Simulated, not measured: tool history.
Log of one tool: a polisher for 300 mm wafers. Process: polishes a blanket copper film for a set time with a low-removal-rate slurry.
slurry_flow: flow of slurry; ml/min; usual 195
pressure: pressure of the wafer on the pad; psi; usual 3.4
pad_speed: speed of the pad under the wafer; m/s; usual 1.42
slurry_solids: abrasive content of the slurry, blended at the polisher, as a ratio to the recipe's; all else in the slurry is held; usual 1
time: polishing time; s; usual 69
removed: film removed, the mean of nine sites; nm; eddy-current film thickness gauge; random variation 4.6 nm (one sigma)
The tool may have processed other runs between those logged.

| run | hour | slurry_flow | pressure | pad_speed | slurry_solids | time | incoming thickness of the incoming film, nm | removed |
|---|---|---|---|---|---|---|---|---|
| 1 | 0 | 195 | 3.4 | 1.42 | 0.85 | 69 | 950.3 | 338.2 |
|  | 15.9 | slurry nozzle cleaned |
| 2 | 70.8 | 195 | 3.4 | 1.42 | 0.85 | 69 | 942.9 | 345.3 |
| 3 | 105.5 | 195 | 3.9 | 1.42 | 0.95 | 69 | 955.4 | 398.7 |
|  | 115.6 | worn pad replaced by a new one |
| 4 | 134 | 195 | 3.4 | 1.42 | 1 | 69 | 949.8 | 363.5 |
| 5 | 197.2 | 195 | 3.4 | 1.42 | 1 | 69 | 959.5 | 353.8 |
|  | 233.4 | slurry blender recalibrated |
| 6 | 244.1 | 195 | 3.4 | 1.22 | 1 | 69 | 943.1 | 304.7 |
|  | 258.9 | worn pad replaced by a new one |
| 7 | 295.2 | 195 | 3.4 | 1.42 | 1 | 69 | 946.4 | 365.3 |
| 8 | 325.3 | 195 | 3.4 | 1.42 | 1 | 55 | 953.7 | 289.2 |
| 9 | 380.3 | 145 | 3.4 | 1.42 | 1.3 | 69 | 950.4 | 389.6 |
|  | 393.8 | worn pad replaced by a new one |
| 10 | 445.1 | 195 | 3.4 | 1.42 | 0.75 | 61 | 960 | 306.9 |
|  | 465.5 | slurry nozzle cleaned |
|  | 467.7 | head pressure recalibrated |
| 11 | 484.3 | 195 | 3.4 | 1.42 | 1 | 69 | 954.8 | 392.1 |
|  | 511.7 | slurry blender recalibrated |
|  | 532.1 | worn pad replaced by a new one |
| 12 | 546.1 | 240 | 3.4 | 1.7 | 1.3 | 45 | 949 | 343.5 |

Run 13 comes next. What will it give?
|  | 555.8 | head pressure recalibrated, repeated, since the last time left the tool worse |
| 13 | 582.5 | 195 | 3.4 | 1.42 | 1 | 69 | 968.8 | ? |

removed: 340.5 nm
Take away the tool's hidden state, keep the run-to-run variation as it was, and the same run would have given removed 344.4 nm.
